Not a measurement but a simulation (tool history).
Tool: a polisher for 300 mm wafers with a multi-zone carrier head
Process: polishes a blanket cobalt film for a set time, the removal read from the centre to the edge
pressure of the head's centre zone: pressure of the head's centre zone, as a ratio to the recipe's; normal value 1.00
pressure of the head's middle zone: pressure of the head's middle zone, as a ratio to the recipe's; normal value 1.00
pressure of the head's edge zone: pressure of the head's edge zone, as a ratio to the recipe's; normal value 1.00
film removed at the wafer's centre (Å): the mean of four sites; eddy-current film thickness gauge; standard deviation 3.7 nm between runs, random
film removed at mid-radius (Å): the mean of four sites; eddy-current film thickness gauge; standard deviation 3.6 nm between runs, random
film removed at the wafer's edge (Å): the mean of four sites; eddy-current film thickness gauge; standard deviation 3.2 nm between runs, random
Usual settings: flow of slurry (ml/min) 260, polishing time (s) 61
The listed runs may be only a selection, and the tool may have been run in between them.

| run | hour | flow of slurry (ml/min) | pressure of the head's centre zone | pressure of the head's middle zone | pressure of the head's edge zone | polishing time (s) | incoming thickness of the incoming film, nm | film removed at the wafer's centre (Å) | film removed at mid-radius (Å) | film removed at the wafer's edge (Å) |
|---|---|---|---|---|---|---|---|---|---|---|
| 1 | 0.0 | 260 | 1.00 | 1.00 | 1.00 | 61 | 877.7 | 3482 | 3408 | 3482 |
| 2 | 49.8 | 260 | 1.00 | 1.00 | 1.00 | 61 | 890.0 | 3309 | 3356 | 3396 |
| 3 | 104.7 | 260 | 1.00 | 1.00 | 1.00 | 61 | 899.4 | 3122 | 3105 | 3101 |
|  | 132.3 | worn pad replaced by a new one |
| 4 | 140.7 | 260 | 1.00 | 1.00 | 1.08 | 61 | 887.6 | 3402 | 3434 | 3572 |
|  | 253.8 | slurry nozzle cleaned |
|  | 307.5 | worn pad replaced by a new one |
| 5 | 317.6 | 260 | 1.00 | 1.00 | 1.00 | 61 | 878.9 | 3511 | 3478 | 3520 |
| 6 | 381.3 | 260 | 1.00 | 1.00 | 1.00 | 61 | 879.8 | 3426 | 3428 | 3457 |
| 7 | 442.6 | 260 | 1.00 | 1.00 | 1.00 | 61 | 884.9 | 3239 | 3276 | 3205 |
|  | 456.6 | edge zone pressure recalibrated |
|  | 473.9 | worn pad replaced by a new one |
| 8 | 474.4 | 260 | 1.00 | 1.00 | 1.00 | 61 | 885.7 | 3530 | 3560 | 3520 |
| 9 | 506.7 | 260 | 1.07 | 1.00 | 1.09 | 45 | 891.7 | 2766 | 2575 | 2693 |
| 10 | 535.4 | 230 | 1.06 | 1.00 | 0.97 | 61 | 885.3 | 3583 | 3390 | 3474 |
|  | 556.6 | centre zone pressure recalibrated |
|  | 582.8 | carrier head's membrane replaced by a new one |
| 11 | 585.6 | 260 | 1.00 | 1.00 | 1.00 | 61 | 890.6 | 3333 | 3370 | 3355 |
|  | 620.1 | worn pad replaced by a new one |
| 12 | 656.5 | 260 | 1.00 | 1.00 | 1.00 | 61 | 882.1 | 3357 | 3475 | 3478 |
|  | 667.2 | slurry nozzle cleaned |
| 13 | 704.6 | 260 | 0.96 | 1.00 | 1.00 | 61 | 877.0 | 3332 | 3452 | 3506 |
| 14 | 745.1 | 260 | 1.00 | 1.00 | 1.00 | 52 | 903.1 | 2831 | 2811 | 2853 |
|  | 799.1 | worn pad replaced by a new one |
| 15 | 799.6 | 335 | 1.00 | 1.04 | 1.08 | 42 | 890.3 | 2494 | 2594 | 2564 |
| 16 | 838.6 | 260 | 1.00 | 1.00 | 1.00 | 61 | 896.6 | 3534 | 3412 | 3567 |

Per-run results on a tool with no hidden state, each run keeping its own random variation:
Hidden conditions of the tool in this case: removal rate lost through wear of the pad, %; slurry flow missing at the pad, %; deviation of the centre zone's pressure from its setpoint, %; deviation of the edge zone's pressure from its setpoint, %.
| run | film removed at the wafer's centre (Å) | film removed at mid-radius (Å) | film removed at the wafer's edge (Å) |
|---|---|---|---|
| 1 | 3614 | 3534 | 3602 |
| 2 | 3555 | 3601 | 3633 |
| 3 | 3589 | 3564 | 3543 |
| 4 | 3563 | 3588 | 3711 |
| 5 | 3567 | 3532 | 3572 |
| 6 | 3570 | 3570 | 3596 |
| 7 | 3590 | 3628 | 3541 |
| 8 | 3583 | 3608 | 3559 |
| 9 | 2828 | 2629 | 2740 |
| 10 | 3723 | 3516 | 3587 |
| 11 | 3617 | 3649 | 3613 |
| 12 | 3522 | 3634 | 3607 |
| 13 | 3465 | 3589 | 3643 |
| 14 | 3061 | 3038 | 3083 |
| 15 | 2537 | 2638 | 2605 |
| 16 | 3629 | 3502 | 3656 |

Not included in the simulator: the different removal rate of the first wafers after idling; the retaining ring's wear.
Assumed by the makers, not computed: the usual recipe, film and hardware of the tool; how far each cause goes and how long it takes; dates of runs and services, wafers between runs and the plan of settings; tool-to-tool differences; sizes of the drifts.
